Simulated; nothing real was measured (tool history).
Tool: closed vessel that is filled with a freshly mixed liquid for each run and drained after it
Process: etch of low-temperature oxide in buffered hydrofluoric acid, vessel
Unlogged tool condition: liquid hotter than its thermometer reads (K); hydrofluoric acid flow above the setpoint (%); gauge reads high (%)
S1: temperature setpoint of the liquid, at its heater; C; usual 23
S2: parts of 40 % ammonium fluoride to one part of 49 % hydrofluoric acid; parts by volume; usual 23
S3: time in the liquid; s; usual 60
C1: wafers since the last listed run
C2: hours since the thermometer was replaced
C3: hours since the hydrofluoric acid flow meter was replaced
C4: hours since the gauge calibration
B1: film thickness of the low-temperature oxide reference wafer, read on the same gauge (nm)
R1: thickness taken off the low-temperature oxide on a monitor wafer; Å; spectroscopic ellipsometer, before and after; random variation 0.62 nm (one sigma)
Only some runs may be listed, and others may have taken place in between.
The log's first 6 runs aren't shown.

run,hour,S1,S2,S3,C1,C2,C3,C4,B1,R1
7,320.6,23,23,60,4516,915.5,593.4,613.7,109.99,856.6
8,366.3,23,23,60,3660,961.2,639.1,659.4,110.02,851.8
9,396.5,23,23,60,2418,991.4,669.3,689.6,110,863.7
10,447.1,23,23,60,4052,1042,719.9,740.2,109.99,869.7
11,514,25.5,23,60,5357,1108.9,786.8,807.1,109.99,1009.9
# hour 521.1: gauge calibrated
12,554.9,25.5,23,60,3275,1149.8,827.7,33.8,109.98,984.4
13,586.5,23,23,60,2530,1181.4,859.3,65.4,109.99,862.4
14,628,23,23,60,3323,1222.9,900.8,106.9,110,863.3
15,695.9,24.5,23,75,5437,1290.8,968.7,174.8,110,1206.9
16,720.4,23,23,60,1962,1315.3,993.2,199.3,110,879.9
17,747.4,23,23,60,2162,1342.3,1020.2,226.3,110,886
18,818.1,23,19,60,5662,1413,1090.9,297,109.99,1058.9
19,883.4,23,23,60,5229,1478.3,1156.2,362.3,110,892.4
20,914.3,23,23,60,2474,1509.2,1187.1,393.2,109.99,888.6
# hour 965.5: thermometer replaced
21,984.1,20,23,60,5510,18.6,1256.9,463,110,715.8
# hour 1037.3: hydrofluoric acid flow meter replaced
22,1055.2,23,23,60,5614,89.7,17.9,534.1,109.98,814
23,1096.3,19,23,60,3291,130.8,59,575.2,109.98,644
24,1148.3,24.5,20.5,30,4164,182.8,111,627.2,109.97,484.8
25,1217.9,23,28,45,5574,252.4,180.6,696.8,109.99,540.2
26,1302.7,27,16.5,80,6791,337.2,265.4,781.6,110.04,1828
27,1330.1,24.5,25.5,30,2194,364.6,292.8,809,109.98,417.8
28,1401.9,23,28,60,5750,436.4,364.6,880.8,109.97,726
# hour 1409.9: gauge calibrated
29,1427.9,23,23,60,2082,462.4,390.6,18,110.02,830

Estimate the outcome of run 30 from the log above:
30,1462.5,23,15.5,90,2771,497,425.2,52.6,?,?

B1: 110
R1: 1793.2 Å
Were there no unlogged condition in the tool, this run, its random variation unchanged, would have produced R1 1689.3 Å.
